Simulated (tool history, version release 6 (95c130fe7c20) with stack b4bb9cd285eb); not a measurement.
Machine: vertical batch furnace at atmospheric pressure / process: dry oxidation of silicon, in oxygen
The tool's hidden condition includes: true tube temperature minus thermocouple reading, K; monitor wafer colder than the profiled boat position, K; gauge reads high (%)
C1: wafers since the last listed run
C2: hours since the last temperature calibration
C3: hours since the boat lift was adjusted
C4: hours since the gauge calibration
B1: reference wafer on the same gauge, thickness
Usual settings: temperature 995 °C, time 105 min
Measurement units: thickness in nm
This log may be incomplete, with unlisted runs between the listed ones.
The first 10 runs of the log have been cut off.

{"run": 11, "hour": 137.1, "temperature": 995, "time": 105, "C1": 179, "C2": 2868.8, "C3": 3948.6, "C4": 239.3, "B1": 100.39, "thickness": 92.4}
{"run": 12, "hour": 153.3, "temperature": 995, "time": 105, "C1": 171, "C2": 2885, "C3": 3964.8, "C4": 255.5, "B1": 100.45, "thickness": 92.42}
{"run": 13, "hour": 172.3, "temperature": 995, "time": 105, "C1": 201, "C2": 2904, "C3": 3983.8, "C4": 274.5, "B1": 100.37, "thickness": 92.19}
{"run": 14, "hour": 183.0, "temperature": 995, "time": 105, "C1": 113, "C2": 2914.7, "C3": 3994.5, "C4": 285.2, "B1": 100.43, "thickness": 92.18}
{"run": 15, "hour": 200.8, "temperature": 995, "time": 105, "C1": 188, "C2": 2932.5, "C3": 4012.3, "C4": 303, "B1": 100.4, "thickness": 91.96}
{"run": 16, "hour": 218.0, "temperature": 995, "time": 80, "C1": 182, "C2": 2949.7, "C3": 4029.5, "C4": 320.2, "B1": 100.38, "thickness": 77.4}
{"run": 17, "hour": 236.5, "temperature": 978, "time": 105, "C1": 196, "C2": 2968.2, "C3": 4048, "C4": 338.7, "B1": 100.4, "thickness": 81.91}
{"run": 18, "hour": 255.3, "temperature": 973, "time": 130, "C1": 199, "C2": 2987, "C3": 4066.8, "C4": 357.5, "B1": 100.42, "thickness": 90.84}
{"hour": 286.4, "done": "boat lift adjusted"}
{"run": 19, "hour": 286.9, "temperature": 1020, "time": 123, "C1": 80, "C2": 3018.6, "C3": 0.5, "C4": 389.1, "B1": 100.42, "thickness": 120.54}
{"run": 20, "hour": 291.6, "temperature": 995, "time": 105, "C1": 49, "C2": 3023.3, "C3": 5.2, "C4": 393.8, "B1": 100.38, "thickness": 92.31}
{"run": 21, "hour": 309.8, "temperature": 974, "time": 105, "C1": 193, "C2": 3041.5, "C3": 23.4, "C4": 412, "B1": 100.4, "thickness": 79.42}
{"hour": 330.5, "done": "gauge calibrated"}
{"hour": 334.0, "done": "thermocouples replaced and temperature profile calibrated"}
{"run": 22, "hour": 334.5, "temperature": 995, "time": 105, "C1": 7, "C2": 0.5, "C3": 48.1, "C4": 4, "B1": 100.35, "thickness": 88.66}
{"run": 23, "hour": 339.2, "temperature": 995, "time": 105, "C1": 49, "C2": 5.2, "C3": 52.8, "C4": 8.7, "B1": 100.39, "thickness": 88.57}
{"run": 24, "hour": 346.4, "temperature": 1004, "time": 74, "C1": 76, "C2": 12.4, "C3": 60, "C4": 15.9, "B1": 100.41, "thickness": 75.23}
{"run": 25, "hour": 364.1, "temperature": 995, "time": 126.5, "C1": 187, "C2": 30.1, "C3": 77.7, "C4": 33.6, "B1": 100.41, "thickness": 99.9}
{"run": 26, "hour": 379.0, "temperature": 980, "time": 85, "C1": 158, "C2": 45, "C3": 92.6, "C4": 48.5, "B1": 100.4, "thickness": 69.32}
{"run": 27, "hour": 386.2, "temperature": 971, "time": 59.5, "C1": 76, "C2": 52.2, "C3": 99.8, "C4": 55.7, "B1": 100.39, "thickness": 50.84}
{"run": 28, "hour": 405.2, "temperature": 1017, "time": 75.5, "C1": 201, "C2": 71.2, "C3": 118.8, "C4": 74.7, "B1": 100.39, "thickness": 84.19}
{"run": 29, "hour": 416.7, "temperature": 995, "time": 144, "C1": 121, "C2": 82.7, "C3": 130.3, "C4": 86.2, "B1": 100.42, "thickness": 108.79}
{"run": 30, "hour": 434.1, "temperature": 995, "time": 105, "C1": 184, "C2": 100.1, "C3": 147.7, "C4": 103.6, "B1": 100.38, "thickness": 89.04}
{"run": 31, "hour": 447.4, "temperature": 1011, "time": 120.5, "C1": 141, "C2": 113.4, "C3": 161, "C4": 116.9, "B1": 100.36, "thickness": 108.92}
{"run": 32, "hour": 460.9, "temperature": 984, "time": 105, "C1": 143, "C2": 126.9, "C3": 174.5, "C4": 130.4, "B1": 100.39, "thickness": 82.22}
{"run": 33, "hour": 478.2, "temperature": 995, "time": 105, "C1": 183, "C2": 144.2, "C3": 191.8, "C4": 147.7, "B1": 100.39, "thickness": 88.96}

Predict each of these 5 candidate next runs independently; none follows another, all start after run 33:
{"run": "A", "hour": 483.0, "temperature": 995, "time": 105, "C1": 50, "C2": 149, "C3": 196.6, "C4": 152.5, "B1": "?", "thickness": "?"}
{"run": "B", "hour": 483.0, "temperature": 1015, "time": 61, "C1": 50, "C2": 149, "C3": 196.6, "C4": 152.5, "B1": "?", "thickness": "?"}
{"run": "C", "hour": 483.0, "temperature": 1002, "time": 88.5, "C1": 50, "C2": 149, "C3": 196.6, "C4": 152.5, "B1": "?", "thickness": "?"}
{"run": "D", "hour": 483.0, "temperature": 985, "time": 105, "C1": 50, "C2": 149, "C3": 196.6, "C4": 152.5, "B1": "?", "thickness": "?"}
{"run": "E", "hour": 483.0, "temperature": 976, "time": 154.5, "C1": 50, "C2": 149, "C3": 196.6, "C4": 152.5, "B1": "?", "thickness": "?"}

run=A B1=100.37 thickness=89.07
run=B B1=100.37 thickness=72.53
run=C B1=100.37 thickness=83.88
run=D B1=100.37 thickness=83.02
run=E B1=100.37 thickness=100.17
With the hidden condition removed and each run's random variation left untouched, the same runs would have given:
run=A thickness=88.57
run=B thickness=72.11
run=C thickness=83.38
run=D thickness=82.55
run=E thickness=99.6

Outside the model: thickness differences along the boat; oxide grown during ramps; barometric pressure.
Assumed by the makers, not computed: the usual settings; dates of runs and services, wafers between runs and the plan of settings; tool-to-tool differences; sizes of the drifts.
